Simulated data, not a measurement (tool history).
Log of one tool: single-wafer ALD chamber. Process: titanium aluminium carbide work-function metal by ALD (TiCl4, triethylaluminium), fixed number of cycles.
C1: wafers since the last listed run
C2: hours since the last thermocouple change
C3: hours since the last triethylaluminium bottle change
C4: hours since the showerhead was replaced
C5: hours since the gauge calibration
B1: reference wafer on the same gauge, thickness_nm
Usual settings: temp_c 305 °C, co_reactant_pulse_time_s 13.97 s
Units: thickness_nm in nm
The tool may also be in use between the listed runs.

run 1 hour=0 | temp_c=305 co_reactant_pulse_time_s=13.97 | C1=0 C2=705.2 C3=80.8 C4=1406.3 C5=1367.9 | B1=1.758 | thickness_nm=2.021
run 2 hour=51.1 | temp_c=305 co_reactant_pulse_time_s=13.97 | C1=484 C2=756.3 C3=131.9 C4=1457.4 C5=1419 | B1=1.761 | thickness_nm=2.028
run 3 hour=135.5 | temp_c=305 co_reactant_pulse_time_s=13.97 | C1=800 C2=840.7 C3=216.3 C4=1541.8 C5=1503.4 | B1=1.758 | thickness_nm=2.015
run 4 hour=240 | temp_c=305 co_reactant_pulse_time_s=13.97 | C1=990 C2=945.2 C3=320.8 C4=1646.3 C5=1607.9 | B1=1.76 | thickness_nm=2.012
run 5 hour=297.9 | temp_c=305 co_reactant_pulse_time_s=13.97 | C1=548 C2=1003.1 C3=378.7 C4=1704.2 C5=1665.8 | B1=1.76 | thickness_nm=2.006
-- hour=344.4 gauge calibrated
run 6 hour=349.7 | temp_c=305 co_reactant_pulse_time_s=13.97 | C1=491 C2=1054.9 C3=430.5 C4=1756 C5=5.3 | B1=1.759 | thickness_nm=2.014
run 7 hour=403.1 | temp_c=305 co_reactant_pulse_time_s=13.97 | C1=506 C2=1108.3 C3=483.9 C4=1809.4 C5=58.7 | B1=1.76 | thickness_nm=2.004
-- hour=418 triethylaluminium bottle replaced, repeated, since the last time left the tool worse
run 8 hour=469.4 | temp_c=311 co_reactant_pulse_time_s=13.97 | C1=552 C2=1174.6 C3=51.4 C4=1875.7 C5=125 | B1=1.763 | thickness_nm=2.178
run 9 hour=524.3 | temp_c=311 co_reactant_pulse_time_s=13.97 | C1=520 C2=1229.5 C3=106.3 C4=1930.6 C5=179.9 | B1=1.759 | thickness_nm=2.172
run 10 hour=587.9 | temp_c=292 co_reactant_pulse_time_s=12.38 | C1=602 C2=1293.1 C3=169.9 C4=1994.2 C5=243.5 | B1=1.761 | thickness_nm=1.966
run 11 hour=666.4 | temp_c=314 co_reactant_pulse_time_s=9.97 | C1=744 C2=1371.6 C3=248.4 C4=2072.7 C5=322 | B1=1.76 | thickness_nm=2.148
run 12 hour=882.3 | temp_c=316 co_reactant_pulse_time_s=11.62 | C1=2046 C2=1587.5 C3=464.3 C4=2288.6 C5=537.9 | B1=1.762 | thickness_nm=2.198
run 13 hour=942.3 | temp_c=293 co_reactant_pulse_time_s=11.2 | C1=568 C2=1647.5 C3=524.3 C4=2348.6 C5=597.9 | B1=1.76 | thickness_nm=1.95
run 14 hour=983.6 | temp_c=291 co_reactant_pulse_time_s=9.82 | C1=391 C2=1688.8 C3=565.6 C4=2389.9 C5=639.2 | B1=1.761 | thickness_nm=1.897
run 15 hour=1075 | temp_c=319 co_reactant_pulse_time_s=18.27 | C1=866 C2=1780.2 C3=657 C4=2481.3 C5=730.6 | B1=1.761 | thickness_nm=2.264
-- hour=1139.2 thermocouple changed; heater temperature recalibrated
run 16 hour=1146.7 | temp_c=319 co_reactant_pulse_time_s=11.18 | C1=603 C2=7.5 C3=728.7 C4=2553 C5=802.3 | B1=1.759 | thickness_nm=2.187
-- hour=1214.1 triethylaluminium bottle replaced
run 17 hour=1242.9 | temp_c=305 co_reactant_pulse_time_s=9.82 | C1=836 C2=103.7 C3=28.8 C4=2649.2 C5=898.5 | B1=1.76 | thickness_nm=2.056
run 18 hour=1315.2 | temp_c=319 co_reactant_pulse_time_s=11.59 | C1=685 C2=176 C3=101.1 C4=2721.5 C5=970.8 | B1=1.763 | thickness_nm=2.24
run 19 hour=1424.6 | temp_c=305 co_reactant_pulse_time_s=13.97 | C1=1037 C2=285.4 C3=210.5 C4=2830.9 C5=1080.2 | B1=1.761 | thickness_nm=2.115
run 20 hour=1470.9 | temp_c=312 co_reactant_pulse_time_s=12.29 | C1=438 C2=331.7 C3=256.8 C4=2877.2 C5=1126.5 | B1=1.761 | thickness_nm=2.165
-- hour=1513.5 showerhead replaced
run 21 hour=1538.4 | temp_c=305 co_reactant_pulse_time_s=18.64 | C1=564 C2=399.2 C3=324.3 C4=24.9 C5=1194 | B1=1.761 | thickness_nm=2.125
run 22 hour=1574.7 | temp_c=294 co_reactant_pulse_time_s=16.63 | C1=344 C2=435.5 C3=360.6 C4=61.2 C5=1230.3 | B1=1.759 | thickness_nm=2.016
run 23 hour=1648.7 | temp_c=316 co_reactant_pulse_time_s=12.56 | C1=701 C2=509.5 C3=434.6 C4=135.2 C5=1304.3 | B1=1.76 | thickness_nm=2.204
run 24 hour=1703.4 | temp_c=305 co_reactant_pulse_time_s=13.97 | C1=518 C2=564.2 C3=489.3 C4=189.9 C5=1359 | B1=1.762 | thickness_nm=2.104
run 25 hour=1784.6 | temp_c=297 co_reactant_pulse_time_s=11.29 | C1=769 C2=645.4 C3=570.5 C4=271.1 C5=1440.2 | B1=1.76 | thickness_nm=1.998
run 26 hour=1864 | temp_c=292 co_reactant_pulse_time_s=10.19 | C1=752 C2=724.8 C3=649.9 C4=350.5 C5=1519.6 | B1=1.761 | thickness_nm=1.916
run 27 hour=1934.6 | temp_c=305 co_reactant_pulse_time_s=13.97 | C1=669 C2=795.4 C3=720.5 C4=421.1 C5=1590.2 | B1=1.759 | thickness_nm=2.101
-- hour=1936.9 gauge calibrated
run 28 hour=1998.7 | temp_c=305 co_reactant_pulse_time_s=13.97 | C1=607 C2=859.5 C3=784.6 C4=485.2 C5=61.8 | B1=1.761 | thickness_nm=2.091
-- hour=2037.7 triethylaluminium bottle replaced
run 29 hour=2073.7 | temp_c=300 co_reactant_pulse_time_s=17.21 | C1=635 C2=934.5 C3=36 C4=560.2 C5=136.8 | B1=1.759 | thickness_nm=2.075
run 30 hour=2171.5 | temp_c=305 co_reactant_pulse_time_s=13.97 | C1=927 C2=1032.3 C3=133.8 C4=658 C5=234.6 | B1=1.762 | thickness_nm=2.112
run 31 hour=2223.3 | temp_c=313 co_reactant_pulse_time_s=18.81 | C1=491 C2=1084.1 C3=185.6 C4=709.8 C5=286.4 | B1=1.758 | thickness_nm=2.207

Measured less the same run without the tool's hidden state. The same run-to-run variation is in both; the gauge's scatter may not be:
The hidden state here: wafer temperature above the value expected at the setpoint (K); triethylaluminium dose above that of a fresh bottle (%); gauge reads high (%).
run=1 thickness_nm=-0.088
run=2 thickness_nm=-0.09
run=3 thickness_nm=-0.093
run=4 thickness_nm=-0.101
run=5 thickness_nm=-0.106
run=6 thickness_nm=-0.113
run=7 thickness_nm=-0.121
run=8 thickness_nm=-0.002
run=9 thickness_nm=-0.002
run=10 thickness_nm=-0.002
run=11 thickness_nm=-0.007
run=12 thickness_nm=-0.012
run=13 thickness_nm=-0.016
run=14 thickness_nm=-0.024
run=15 thickness_nm=-0.005
run=16 thickness_nm=-0.035
run=17 thickness_nm=-0.001
run=18 thickness_nm=-0.001
run=19 thickness_nm=-0.002
run=20 thickness_nm=-0.003
run=21 thickness_nm=-0.001
run=22 thickness_nm=-0.002
run=23 thickness_nm=-0.007
run=24 thickness_nm=-0.005
run=25 thickness_nm=-0.015
run=26 thickness_nm=-0.025
run=27 thickness_nm=-0.015
run=28 thickness_nm=-0.018
run=29 thickness_nm=-0.001
run=30 thickness_nm=-0.002
run=31 thickness_nm=-0.001
